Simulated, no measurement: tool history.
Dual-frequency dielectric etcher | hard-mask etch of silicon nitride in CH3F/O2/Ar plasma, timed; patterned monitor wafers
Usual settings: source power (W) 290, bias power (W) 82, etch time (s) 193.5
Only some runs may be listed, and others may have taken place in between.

run,hour,source power (W),bias power (W),etch time (s),wafers since the last listed run,hours since the last wet clean,hours since the last source power generator calibration,hours since the last bias power generator calibration,hours since the last upper electrode change,hours since the gauge calibration,"read-back reference wafer on the same gauge, depth_nm",mean etch depth across the wafer (Å)
1,0,290,82,193.5,0,234.3,2564,3486.8,3029.6,210.1,165,1371
2,58.1,290,82,193.5,483,292.4,2622.1,3544.9,3087.7,268.2,165,1368
3,115.8,290,82,170,480,350.1,2679.8,3602.6,3145.4,325.9,164.9,1197
4,186.2,290,82,170,585,420.5,2750.2,3673,3215.8,396.3,165.2,1196
5,217,290,82,170,256,451.3,2781,3703.8,3246.6,427.1,165.1,1193
# hour 233.8: bias power generator calibrated
6,251,340,82,193.5,249,485.3,2815,17.2,3280.6,461.1,164.9,1432
# hour 300: source power generator calibrated
# hour 317.6: wet clean of the chamber
7,318.1,340,82,193.5,378,0.5,18.1,84.3,3347.7,528.2,165,1469
8,341.7,240,82,193.5,196,24.1,41.7,107.9,3371.3,551.8,165,1303
# hour 407.7: gauge calibrated
9,411.9,290,82,249.5,584,94.3,111.9,178.1,3441.5,4.2,165.1,1790
10,471,340,82,193.5,491,153.4,171,237.2,3500.6,63.3,165.1,1451
# hour 498.4: upper electrode replaced
11,518.1,340,76,193.5,192,200.5,218.1,284.3,19.7,110.4,164.9,1431
12,556.7,290,82,208.5,321,239.1,256.7,322.9,58.3,149,165,1487
13,581.9,240,90,193.5,209,264.3,281.9,348.1,83.5,174.2,165.1,1323

Forecast run 14:
14,634.9,260,66,223.5,441,317.3,334.9,401.1,136.5,227.2,?,?

read-back reference wafer on the same gauge, depth_nm: 165.1
mean etch depth across the wafer (Å): 1448
Were there no unlogged condition in the tool, this run, its random variation unchanged, would have produced mean etch depth across the wafer (Å) 1461.
